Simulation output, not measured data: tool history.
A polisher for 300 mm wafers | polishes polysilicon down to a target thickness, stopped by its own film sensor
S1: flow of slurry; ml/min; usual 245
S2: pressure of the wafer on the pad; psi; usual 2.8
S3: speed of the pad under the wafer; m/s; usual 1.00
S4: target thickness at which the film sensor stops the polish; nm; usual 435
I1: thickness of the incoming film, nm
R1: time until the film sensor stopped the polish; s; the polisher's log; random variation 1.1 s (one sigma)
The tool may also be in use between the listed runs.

{"run": 1, "hour": 0.0, "S1": 245, "S2": 3.6, "S3": 1.0, "S4": 435, "I1": 1031.3, "R1": 62.2}
{"run": 2, "hour": 17.6, "S1": 245, "S2": 3.6, "S3": 1.0, "S4": 435, "I1": 1047.8, "R1": 62.0}
{"run": 3, "hour": 41.9, "S1": 245, "S2": 2.8, "S3": 1.0, "S4": 435, "I1": 1023.6, "R1": 74.2}
{"run": 4, "hour": 71.3, "S1": 245, "S2": 2.8, "S3": 1.0, "S4": 503, "I1": 1047.1, "R1": 68.5}
{"hour": 91.9, "done": "worn pad replaced by a new one"}
{"run": 5, "hour": 105.2, "S1": 245, "S2": 2.8, "S3": 1.0, "S4": 503, "I1": 1046.1, "R1": 68.8}
{"run": 6, "hour": 131.4, "S1": 245, "S2": 2.8, "S3": 0.86, "S4": 435, "I1": 1035.3, "R1": 86.7}
{"run": 7, "hour": 153.8, "S1": 245, "S2": 2.8, "S3": 0.86, "S4": 435, "I1": 1033.4, "R1": 88.2}
{"run": 8, "hour": 186.9, "S1": 275, "S2": 2.8, "S3": 1.0, "S4": 435, "I1": 1030.6, "R1": 72.6}
{"run": 9, "hour": 237.8, "S1": 275, "S2": 2.8, "S3": 1.0, "S4": 435, "I1": 1031.3, "R1": 73.5}
{"hour": 264.1, "done": "worn pad replaced by a new one"}
{"run": 10, "hour": 264.6, "S1": 245, "S2": 2.8, "S3": 1.0, "S4": 435, "I1": 1024.2, "R1": 72.8}
{"run": 11, "hour": 279.3, "S1": 245, "S2": 2.8, "S3": 0.84, "S4": 435, "I1": 1031.0, "R1": 88.9}
{"run": 12, "hour": 340.7, "S1": 245, "S2": 3.7, "S3": 1.0, "S4": 435, "I1": 1037.3, "R1": 58.7}
{"run": 13, "hour": 360.6, "S1": 195, "S2": 2.0, "S3": 0.8, "S4": 435, "I1": 1032.8, "R1": 129.8}
{"run": 14, "hour": 380.9, "S1": 245, "S2": 2.8, "S3": 1.0, "S4": 435, "I1": 1034.2, "R1": 74.0}
{"run": 15, "hour": 412.7, "S1": 245, "S2": 2.8, "S3": 1.0, "S4": 435, "I1": 1026.3, "R1": 75.1}
{"run": 16, "hour": 431.1, "S1": 245, "S2": 2.8, "S3": 0.9, "S4": 435, "I1": 1021.6, "R1": 80.0}
{"hour": 443.0, "done": "worn pad replaced by a new one"}
{"run": 17, "hour": 520.3, "S1": 245, "S2": 2.8, "S3": 1.0, "S4": 435, "I1": 1032.2, "R1": 73.7}
{"hour": 536.6, "done": "slurry nozzle cleaned"}
{"run": 18, "hour": 556.2, "S1": 290, "S2": 2.4, "S3": 1.0, "S4": 435, "I1": 1046.4, "R1": 82.4}
{"run": 19, "hour": 592.1, "S1": 245, "S2": 2.8, "S3": 1.0, "S4": 435, "I1": 1034.5, "R1": 75.0}
{"hour": 600.6, "done": "worn pad replaced by a new one"}
{"hour": 628.1, "done": "head pressure recalibrated"}
{"run": 20, "hour": 675.4, "S1": 295, "S2": 2.8, "S3": 1.0, "S4": 435, "I1": 1017.7, "R1": 77.5}
{"hour": 764.1, "done": "worn pad replaced by a new one"}
{"run": 21, "hour": 766.5, "S1": 245, "S2": 2.2, "S3": 1.18, "S4": 228, "I1": 1026.8, "R1": 109.1}
{"run": 22, "hour": 802.2, "S1": 320, "S2": 2.5, "S3": 1.0, "S4": 558, "I1": 1015.3, "R1": 64.2}

Forecast each of these 4 alternatives for the next run:
{"run": "A", "hour": 802.7, "S1": 245, "S2": 2.8, "S3": 1.0, "S4": 435, "I1": 1048.2, "R1": "?"}
{"run": "B", "hour": 802.7, "S1": 290, "S2": 2.8, "S3": 1.0, "S4": 435, "I1": 1048.2, "R1": "?"}
{"run": "C", "hour": 802.7, "S1": 245, "S2": 3.7, "S3": 1.0, "S4": 370, "I1": 1048.2, "R1": "?"}
{"run": "D", "hour": 802.7, "S1": 190, "S2": 2.1, "S3": 0.86, "S4": 258, "I1": 1048.2, "R1": "?"}

run=A R1=82.2
run=B R1=80.7
run=C R1=70.9
run=D R1=163.5
Without the tool's hidden state the same runs would have given:
run=A R1=86.4
run=B R1=84.9
run=C R1=74.6
run=D R1=171.9
